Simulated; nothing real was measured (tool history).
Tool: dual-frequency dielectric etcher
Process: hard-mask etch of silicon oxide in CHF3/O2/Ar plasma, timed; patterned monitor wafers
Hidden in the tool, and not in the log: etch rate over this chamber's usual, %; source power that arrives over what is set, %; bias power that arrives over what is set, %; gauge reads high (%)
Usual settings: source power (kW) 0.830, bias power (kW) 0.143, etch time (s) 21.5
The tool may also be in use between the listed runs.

| run | hour | source power (kW) | bias power (kW) | etch time (s) | wafers since the last listed run | hours since the last wet clean | hours since the last source power generator calibration | hours since the last bias power generator calibration | hours since the last upper electrode change | hours since the gauge calibration | read-back reference wafer on the same gauge, depth_nm | mean etch depth across the wafer (Å) |
|---|---|---|---|---|---|---|---|---|---|---|---|---|
| 1 | 0.0 | 0.830 | 0.143 | 21.5 | 0 | 493.7 | 3341.3 | 2518.4 | 1060.1 | 2312.0 | 40.48 | 413.8 |
| 2 | 47.4 | 0.830 | 0.143 | 21.5 | 810 | 541.1 | 3388.7 | 2565.8 | 1107.5 | 2359.4 | 40.47 | 414.9 |
|  | 56.1 | gauge calibrated |
|  | 80.0 | wet clean of the chamber |
| 3 | 102.7 | 0.830 | 0.143 | 21.5 | 535 | 22.7 | 3444.0 | 2621.1 | 1162.8 | 46.6 | 40.47 | 414.9 |
| 4 | 143.3 | 0.830 | 0.143 | 21.5 | 694 | 63.3 | 3484.6 | 2661.7 | 1203.4 | 87.2 | 40.50 | 413.9 |
| 5 | 286.8 | 0.830 | 0.143 | 20.0 | 2454 | 206.8 | 3628.1 | 2805.2 | 1346.9 | 230.7 | 40.51 | 385.5 |
| 6 | 479.1 | 0.830 | 0.143 | 20.0 | 3289 | 399.1 | 3820.4 | 2997.5 | 1539.2 | 423.0 | 40.55 | 382.8 |
| 7 | 539.7 | 0.830 | 0.143 | 24.5 | 1036 | 459.7 | 3881.0 | 3058.1 | 1599.8 | 483.6 | 40.45 | 472.0 |
|  | 580.2 | source power generator calibrated |
|  | 597.5 | wet clean of the chamber |
| 8 | 602.3 | 0.830 | 0.143 | 24.5 | 707 | 4.8 | 22.1 | 3120.7 | 1662.4 | 546.2 | 40.48 | 468.6 |
| 9 | 655.3 | 1.000 | 0.108 | 25.0 | 906 | 57.8 | 75.1 | 3173.7 | 1715.4 | 599.2 | 40.49 | 482.2 |
| 10 | 692.1 | 0.650 | 0.131 | 19.5 | 629 | 94.6 | 111.9 | 3210.5 | 1752.2 | 636.0 | 40.47 | 337.5 |
| 11 | 723.8 | 0.830 | 0.143 | 21.5 | 542 | 126.3 | 143.6 | 3242.2 | 1783.9 | 667.7 | 40.49 | 411.3 |
| 12 | 793.1 | 1.030 | 0.122 | 23.0 | 1185 | 195.6 | 212.9 | 3311.5 | 1853.2 | 737.0 | 40.52 | 457.8 |
| 13 | 836.3 | 0.830 | 0.143 | 21.5 | 738 | 238.8 | 256.1 | 3354.7 | 1896.4 | 780.2 | 40.48 | 410.7 |
| 14 | 891.9 | 0.830 | 0.161 | 21.5 | 951 | 294.4 | 311.7 | 3410.3 | 1952.0 | 835.8 | 40.50 | 422.5 |
| 15 | 932.2 | 0.910 | 0.143 | 21.5 | 689 | 334.7 | 352.0 | 3450.6 | 1992.3 | 876.1 | 40.53 | 423.4 |
| 16 | 989.2 | 0.710 | 0.164 | 23.5 | 974 | 391.7 | 409.0 | 3507.6 | 2049.3 | 933.1 | 40.52 | 438.5 |
| 17 | 1046.4 | 0.970 | 0.143 | 21.5 | 978 | 448.9 | 466.2 | 3564.8 | 2106.5 | 990.3 | 40.49 | 434.9 |
|  | 1073.0 | upper electrode replaced, of another model than before |
| 18 | 1166.9 | 1.020 | 0.143 | 21.5 | 1650 | 569.4 | 586.7 | 3685.3 | 93.9 | 1110.8 | 40.48 | 464.5 |
|  | 1191.2 | bias power generator calibrated |
| 19 | 1221.3 | 0.700 | 0.143 | 17.5 | 862 | 623.8 | 641.1 | 30.1 | 148.3 | 1165.2 | 40.50 | 307.7 |
|  | 1254.9 | wet clean of the chamber |
| 20 | 1257.4 | 0.830 | 0.118 | 21.5 | 206 | 2.5 | 677.2 | 66.2 | 184.4 | 1201.3 | 40.53 | 405.6 |
| 21 | 1296.3 | 0.970 | 0.120 | 27.0 | 665 | 41.4 | 716.1 | 105.1 | 223.3 | 1240.2 | 40.53 | 556.3 |
| 22 | 1354.2 | 0.830 | 0.143 | 21.5 | 990 | 99.3 | 774.0 | 163.0 | 281.2 | 1298.1 | 40.50 | 416.8 |
| 23 | 1411.3 | 0.830 | 0.143 | 16.0 | 976 | 156.4 | 831.1 | 220.1 | 338.3 | 1355.2 | 40.48 | 309.3 |
| 24 | 1476.0 | 0.830 | 0.143 | 21.5 | 1106 | 221.1 | 895.8 | 284.8 | 403.0 | 1419.9 | 40.52 | 416.4 |
| 25 | 1540.0 | 0.830 | 0.143 | 24.0 | 1094 | 285.1 | 959.8 | 348.8 | 467.0 | 1483.9 | 40.51 | 466.4 |
| 26 | 1698.1 | 0.760 | 0.170 | 23.5 | 2704 | 443.2 | 1117.9 | 506.9 | 625.1 | 1642.0 | 40.53 | 445.4 |
| 27 | 1736.2 | 0.830 | 0.111 | 21.5 | 651 | 481.3 | 1156.0 | 545.0 | 663.2 | 1680.1 | 40.46 | 404.9 |
| 28 | 1772.2 | 0.740 | 0.143 | 21.5 | 615 | 517.3 | 1192.0 | 581.0 | 699.2 | 1716.1 | 40.51 | 392.6 |
| 29 | 1816.7 | 0.630 | 0.175 | 25.0 | 761 | 561.8 | 1236.5 | 625.5 | 743.7 | 1760.6 | 40.54 | 429.1 |

How the hidden state differs across the entries between the runs, from the last listed run before each to the first after it:
Between runs 2 and 3: gauge calibrated (hour 56.1); wet clean of the chamber (hour 80.0)
  source power that arrives over what is set, %: 4.36 -> 4.38
  measured less the result without the state, mean etch depth across the wafer (Å): +5.7 -> +5.7
Between runs 7 and 8: source power generator calibrated (hour 580.2); wet clean of the chamber (hour 597.5)
  source power that arrives over what is set, %: 4.46 -> 1.01
  measured less the result without the state, mean etch depth across the wafer (Å): +6.7 -> +1.6
Between runs 17 and 18: upper electrode replaced, of another model than before (hour 1073.0)
  source power that arrives over what is set, %: 2.64 -> 2.98
  measured less the result without the state, mean etch depth across the wafer (Å): +3.6 -> +7.3
Between runs 18 and 19: bias power generator calibrated (hour 1191.2)
  source power that arrives over what is set, %: 2.98 -> 3.12
  measured less the result without the state, mean etch depth across the wafer (Å): +7.3 -> +5.0
Between runs 19 and 20: wet clean of the chamber (hour 1254.9)
  source power that arrives over what is set, %: 3.12 -> 3.22
  measured less the result without the state, mean etch depth across the wafer (Å): +5.0 -> +6.8
